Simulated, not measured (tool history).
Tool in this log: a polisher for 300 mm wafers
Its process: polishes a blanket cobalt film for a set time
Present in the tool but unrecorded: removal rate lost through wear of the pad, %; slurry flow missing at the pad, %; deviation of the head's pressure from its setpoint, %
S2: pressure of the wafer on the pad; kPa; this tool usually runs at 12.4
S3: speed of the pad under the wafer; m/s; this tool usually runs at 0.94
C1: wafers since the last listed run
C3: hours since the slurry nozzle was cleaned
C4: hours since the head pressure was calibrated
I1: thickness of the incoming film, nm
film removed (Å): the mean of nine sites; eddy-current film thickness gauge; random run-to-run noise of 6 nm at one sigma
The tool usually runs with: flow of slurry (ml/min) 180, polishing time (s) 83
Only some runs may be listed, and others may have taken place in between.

Run 1, hour 0: usual settings; C1 0; wafers polished on this pad 91; C3 185.1; C4 274.1; I1 1300.7. Result: film removed (Å) 4575.
Run 2, hour 27.4: usual settings but S2 14.5 kPa; C1 306; wafers polished on this pad 398; C3 212.5; C4 301.5; I1 1305.5. Result: film removed (Å) 5511.
Run 3, hour 56.6: usual settings but S2 14.5 kPa; C1 326; wafers polished on this pad 724; C3 241.7; C4 330.7; I1 1304.4. Result: film removed (Å) 5551.
Run 4, hour 116.5: usual settings but S2 14.5 kPa; C1 669; wafers polished on this pad 1394; C3 301.6; C4 390.6; I1 1299.6. Result: film removed (Å) 5519.
At hour 146.1: worn pad replaced by a new one.
Run 5, hour 154.9: usual settings; C1 384; wafers polished on this pad 98; C3 340; C4 429; I1 1317.4. Result: film removed (Å) 4979.
At hour 188.7: head pressure recalibrated.
Run 6, hour 216.2: usual settings; C1 663; wafers polished on this pad 761; C3 401.3; C4 27.5; I1 1322.6. Result: film removed (Å) 4404.
Run 7, hour 255.1: usual settings; C1 435; wafers polished on this pad 1196; C3 440.2; C4 66.4; I1 1286.9. Result: film removed (Å) 4395.
Run 8, hour 279.7: usual settings; C1 275; wafers polished on this pad 1471; C3 464.8; C4 91; I1 1325.5. Result: film removed (Å) 4346.
Run 9, hour 307.7: usual settings but S3 1.02 m/s; C1 313; wafers polished on this pad 1784; C3 492.8; C4 119; I1 1311. Result: film removed (Å) 4840.
Run 10, hour 340.7: usual settings but S3 1.02 m/s; C1 369; wafers polished on this pad 2153; C3 525.8; C4 152; I1 1331.5. Result: film removed (Å) 4737.
At hour 348.5: worn pad replaced by a new one.
Run 11, hour 374.8: usual settings but S3 1.02 m/s; C1 336; wafers polished on this pad 293; C3 559.9; C4 186.1; I1 1288.9. Result: film removed (Å) 4943.
Run 12, hour 400.5: usual settings but flow of slurry (ml/min) 135; C1 287; wafers polished on this pad 581; C3 585.6; C4 211.8; I1 1284.7. Result: film removed (Å) 4313.
Run 13, hour 436.7: usual settings; C1 404; wafers polished on this pad 986; C3 621.8; C4 248; I1 1331.4. Result: film removed (Å) 4461.
Run 14, hour 485.9: usual settings but S2 11 kPa, S3 1.06 m/s; C1 550; wafers polished on this pad 1536; C3 671; C4 297.2; I1 1310.1. Result: film removed (Å) 4698.
Run 15, hour 528.5: usual settings but flow of slurry (ml/min) 125, S2 14.5 kPa, polishing time (s) 92; C1 476; wafers polished on this pad 2012; C3 713.6; C4 339.8; I1 1306.8. Result: film removed (Å) 5772.
At hour 551.9: worn pad replaced by a new one.
Run 16, hour 564.2: usual settings but flow of slurry (ml/min) 200, polishing time (s) 63; C1 354; wafers polished on this pad 137; C3 749.3; C4 375.5; I1 1324.3. Result: film removed (Å) 3614.
Run 17, hour 626.7: usual settings but polishing time (s) 112; C1 698; wafers polished on this pad 836; C3 811.8; C4 438; I1 1319.5. Result: film removed (Å) 6558.
At hour 644.8: head pressure recalibrated.
At hour 651.4: slurry nozzle cleaned.
Run 18, hour 653.5: usual settings but S2 14.5 kPa, S3 1.16 m/s, polishing time (s) 73; C1 266; wafers polished on this pad 1102; C3 2.1; C4 8.7; I1 1314.9. Result: film removed (Å) 5379.
Run 19, hour 689.6: usual settings but flow of slurry (ml/min) 120, polishing time (s) 94; C1 403; wafers polished on this pad 1506; C3 38.2; C4 44.8; I1 1299.5. Result: film removed (Å) 4700.
At hour 707.7: worn pad replaced by a new one.
Run 20, hour 735.9: usual settings but S3 1.02 m/s; C1 473; wafers polished on this pad 315; C3 84.5; C4 91.1; I1 1313.4. Result: film removed (Å) 4598.
Run 21, hour 786.3: usual settings but flow of slurry (ml/min) 200, S2 15.2 kPa, S3 1.24 m/s, polishing time (s) 66; C1 563; wafers polished on this pad 878; C3 134.9; C4 141.5; I1 1310.1. Result: film removed (Å) 5678.
Run 22, hour 834.2: usual settings but polishing time (s) 72; C1 535; wafers polished on this pad 1414; C3 182.8; C4 189.4; I1 1315.1. Result: film removed (Å) 3798.
Run 23, hour 880.8: usual settings but S2 10.3 kPa, polishing time (s) 54; C1 521; wafers polished on this pad 1935; C3 229.4; C4 236; I1 1289.4. Result: film removed (Å) 2389.
At hour 901.8: worn pad replaced by a new one.
Run 24, hour 906.3: usual settings but S3 1.02 m/s; C1 240; wafers polished on this pad 50; C3 254.9; C4 261.5; I1 1309.7. Result: film removed (Å) 4870.

Results for each run, recomputed without the tool's hidden state and with each run's random variation untouched:
run  film removed (Å)
  1              4324
  2              5158
  3              5137
  4              4974
  5              4405
  6              4345
  7              4327
  8              4267
  9              4734
 10              4606
 11              4772
 12              4136
 13              4233
 14              4383
 15              5297
 16              3266
 17              5750
 18              5465
 19              4768
 20              4646
 21              5691
 22              3767
 23              2339
 24              4729

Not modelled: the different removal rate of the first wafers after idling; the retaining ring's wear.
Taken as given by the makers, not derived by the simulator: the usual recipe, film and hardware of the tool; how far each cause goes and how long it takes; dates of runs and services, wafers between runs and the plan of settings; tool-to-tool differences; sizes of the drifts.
